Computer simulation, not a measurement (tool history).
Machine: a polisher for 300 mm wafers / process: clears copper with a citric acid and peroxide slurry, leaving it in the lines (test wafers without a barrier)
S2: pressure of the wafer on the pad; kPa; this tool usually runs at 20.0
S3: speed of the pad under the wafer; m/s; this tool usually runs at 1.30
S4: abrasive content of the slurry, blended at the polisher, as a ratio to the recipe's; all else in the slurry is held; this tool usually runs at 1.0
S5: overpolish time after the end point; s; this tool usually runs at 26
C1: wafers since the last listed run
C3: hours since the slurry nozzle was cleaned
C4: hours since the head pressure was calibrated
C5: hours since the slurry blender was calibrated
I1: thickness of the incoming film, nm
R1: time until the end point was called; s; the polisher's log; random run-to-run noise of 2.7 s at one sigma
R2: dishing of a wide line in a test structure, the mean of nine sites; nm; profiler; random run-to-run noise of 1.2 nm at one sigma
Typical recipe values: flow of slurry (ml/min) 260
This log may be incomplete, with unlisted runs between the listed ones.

run 1 hour=0.0 | flow_of_slurry_(ml/min)=260 S2=20.0 S3=0.98 S4=1.0 S5=38 | C1=0 wafers_polished_on_this_pad=133 C3=484.6 C4=1193.5 C5=141.9 | I1=371.0 | R1=205.1 R2=55.8
run 2 hour=24.3 | flow_of_slurry_(ml/min)=260 S2=20.0 S3=0.98 S4=1.0 S5=38 | C1=170 wafers_polished_on_this_pad=304 C3=508.9 C4=1217.8 C5=166.2 | I1=370.5 | R1=203.0 R2=52.9
run 3 hour=38.5 | flow_of_slurry_(ml/min)=260 S2=20.0 S3=1.30 S4=1.0 S5=38 | C1=99 wafers_polished_on_this_pad=404 C3=523.1 C4=1232.0 C5=180.4 | I1=369.7 | R1=158.1 R2=63.5
run 4 hour=58.0 | flow_of_slurry_(ml/min)=260 S2=20.0 S3=1.30 S4=1.0 S5=26 | C1=137 wafers_polished_on_this_pad=541 C3=542.6 C4=1251.5 C5=199.9 | I1=367.9 | R1=157.9 R2=49.4
-- hour=67.7 slurry blender recalibrated
run 5 hour=82.0 | flow_of_slurry_(ml/min)=260 S2=20.0 S3=1.30 S4=1.0 S5=26 | C1=154 wafers_polished_on_this_pad=695 C3=566.6 C4=1275.5 C5=14.3 | I1=367.5 | R1=147.4 R2=48.6
run 6 hour=112.7 | flow_of_slurry_(ml/min)=260 S2=20.0 S3=1.30 S4=1.0 S5=26 | C1=215 wafers_polished_on_this_pad=911 C3=597.3 C4=1306.2 C5=45.0 | I1=367.1 | R1=147.7 R2=49.2
run 7 hour=139.6 | flow_of_slurry_(ml/min)=260 S2=20.0 S3=1.30 S4=1.0 S5=26 | C1=189 wafers_polished_on_this_pad=1100 C3=624.2 C4=1333.1 C5=71.9 | I1=366.5 | R1=144.9 R2=50.5
run 8 hour=165.3 | flow_of_slurry_(ml/min)=260 S2=20.0 S3=1.30 S4=1.0 S5=26 | C1=180 wafers_polished_on_this_pad=1281 C3=649.9 C4=1358.8 C5=97.6 | I1=372.2 | R1=151.6 R2=47.8
-- hour=172.7 worn pad replaced by a new one
run 9 hour=193.3 | flow_of_slurry_(ml/min)=260 S2=20.0 S3=1.30 S4=1.0 S5=26 | C1=168 wafers_polished_on_this_pad=144 C3=677.9 C4=1386.8 C5=125.6 | I1=365.5 | R1=152.3 R2=48.4
run 10 hour=227.7 | flow_of_slurry_(ml/min)=260 S2=20.0 S3=1.30 S4=1.0 S5=26 | C1=241 wafers_polished_on_this_pad=386 C3=712.3 C4=1421.2 C5=160.0 | I1=370.1 | R1=151.6 R2=47.1
run 11 hour=259.1 | flow_of_slurry_(ml/min)=260 S2=20.0 S3=1.30 S4=1.0 S5=26 | C1=220 wafers_polished_on_this_pad=606 C3=743.7 C4=1452.6 C5=191.4 | I1=370.6 | R1=156.1 R2=45.4
run 12 hour=276.4 | flow_of_slurry_(ml/min)=260 S2=20.0 S3=1.66 S4=1.0 S5=26 | C1=121 wafers_polished_on_this_pad=728 C3=761.0 C4=1469.9 C5=208.7 | I1=363.3 | R1=121.7 R2=58.7
-- hour=295.7 slurry blender recalibrated
run 13 hour=296.2 | flow_of_slurry_(ml/min)=315 S2=20.0 S3=1.30 S4=1.0 S5=26 | C1=125 wafers_polished_on_this_pad=853 C3=780.8 C4=1489.7 C5=0.5 | I1=370.3 | R1=177.7 R2=42.1
-- hour=302.4 slurry nozzle cleaned
-- hour=305.3 head pressure recalibrated
run 14 hour=324.4 | flow_of_slurry_(ml/min)=260 S2=20.0 S3=1.30 S4=1.0 S5=26 | C1=177 wafers_polished_on_this_pad=1030 C3=22.0 C4=19.1 C5=28.7 | I1=372.8 | R1=180.5 R2=41.6
run 15 hour=343.0 | flow_of_slurry_(ml/min)=260 S2=17.9 S3=1.30 S4=1.0 S5=26 | C1=130 wafers_polished_on_this_pad=1161 C3=40.6 C4=37.7 C5=47.3 | I1=365.5 | R1=193.8 R2=39.6
-- hour=366.3 worn pad replaced by a new one
run 16 hour=370.2 | flow_of_slurry_(ml/min)=300 S2=20.0 S3=0.88 S4=0.9 S5=42 | C1=163 wafers_polished_on_this_pad=27 C3=67.8 C4=64.9 C5=74.5 | I1=368.9 | R1=267.1 R2=45.7
run 17 hour=391.9 | flow_of_slurry_(ml/min)=260 S2=20.0 S3=0.98 S4=1.0 S5=38 | C1=152 wafers_polished_on_this_pad=179 C3=89.5 C4=86.6 C5=96.2 | I1=371.4 | R1=244.9 R2=45.0
run 18 hour=422.4 | flow_of_slurry_(ml/min)=260 S2=17.2 S3=0.92 S4=1.3 S5=26 | C1=214 wafers_polished_on_this_pad=393 C3=120.0 C4=117.1 C5=126.7 | I1=373.3 | R1=265.8 R2=29.9
-- hour=426.3 slurry blender recalibrated, repeated, since the last time left the tool worse
run 19 hour=436.7 | flow_of_slurry_(ml/min)=260 S2=22.1 S3=1.30 S4=1.2 S5=26 | C1=86 wafers_polished_on_this_pad=480 C3=134.3 C4=131.4 C5=10.4 | I1=372.1 | R1=129.9 R2=54.3
run 20 hour=455.5 | flow_of_slurry_(ml/min)=225 S2=20.0 S3=1.30 S4=1.0 S5=26 | C1=132 wafers_polished_on_this_pad=612 C3=153.1 C4=150.2 C5=29.2 | I1=369.8 | R1=153.4 R2=47.1
run 21 hour=485.0 | flow_of_slurry_(ml/min)=260 S2=14.5 S3=1.30 S4=1.1 S5=34 | C1=207 wafers_polished_on_this_pad=819 C3=182.6 C4=179.7 C5=58.7 | I1=367.9 | R1=178.8 R2=51.2
run 22 hour=519.2 | flow_of_slurry_(ml/min)=260 S2=20.0 S3=1.30 S4=1.0 S5=26 | C1=240 wafers_polished_on_this_pad=1059 C3=216.8 C4=213.9 C5=92.9 | I1=369.2 | R1=152.0 R2=47.9
run 23 hour=540.7 | flow_of_slurry_(ml/min)=260 S2=20.0 S3=1.30 S4=1.0 S5=26 | C1=151 wafers_polished_on_this_pad=1210 C3=238.3 C4=235.4 C5=114.4 | I1=363.9 | R1=152.5 R2=47.3

Predict each of these 5 candidate next runs independently; none follows another, all start after run 23:
run A hour=541.2 | flow_of_slurry_(ml/min)=260 S2=24.8 S3=1.30 S4=1.0 S5=26 | C1=3 wafers_polished_on_this_pad=1214 C3=238.8 C4=235.9 C5=114.9 | I1=367.9 | R1=? R2=?
run B hour=541.2 | flow_of_slurry_(ml/min)=290 S2=20.0 S3=1.30 S4=1.0 S5=26 | C1=3 wafers_polished_on_this_pad=1214 C3=238.8 C4=235.9 C5=114.9 | I1=367.9 | R1=? R2=?
run C hour=541.2 | flow_of_slurry_(ml/min)=260 S2=20.0 S3=1.14 S4=1.0 S5=14 | C1=3 wafers_polished_on_this_pad=1214 C3=238.8 C4=235.9 C5=114.9 | I1=367.9 | R1=? R2=?
run D hour=541.2 | flow_of_slurry_(ml/min)=260 S2=13.8 S3=1.12 S4=1.0 S5=39 | C1=3 wafers_polished_on_this_pad=1214 C3=238.8 C4=235.9 C5=114.9 | I1=367.9 | R1=? R2=?
run E hour=541.2 | flow_of_slurry_(ml/min)=260 S2=15.9 S3=1.30 S4=0.7 S5=26 | C1=3 wafers_polished_on_this_pad=1214 C3=238.8 C4=235.9 C5=114.9 | I1=367.9 | R1=? R2=?

run=A R1=134.0 R2=55.4
run=B R1=154.9 R2=49.0
run=C R1=177.5 R2=25.9
run=D R1=228.8 R2=48.8
run=E R1=206.7 R2=38.5
With no hidden state in the tool, these same runs would have given:
run=A R1=131.0 R2=56.4
run=B R1=151.5 R2=49.9
run=C R1=173.5 R2=26.4
run=D R1=223.7 R2=49.7
run=E R1=202.4 R2=39.2

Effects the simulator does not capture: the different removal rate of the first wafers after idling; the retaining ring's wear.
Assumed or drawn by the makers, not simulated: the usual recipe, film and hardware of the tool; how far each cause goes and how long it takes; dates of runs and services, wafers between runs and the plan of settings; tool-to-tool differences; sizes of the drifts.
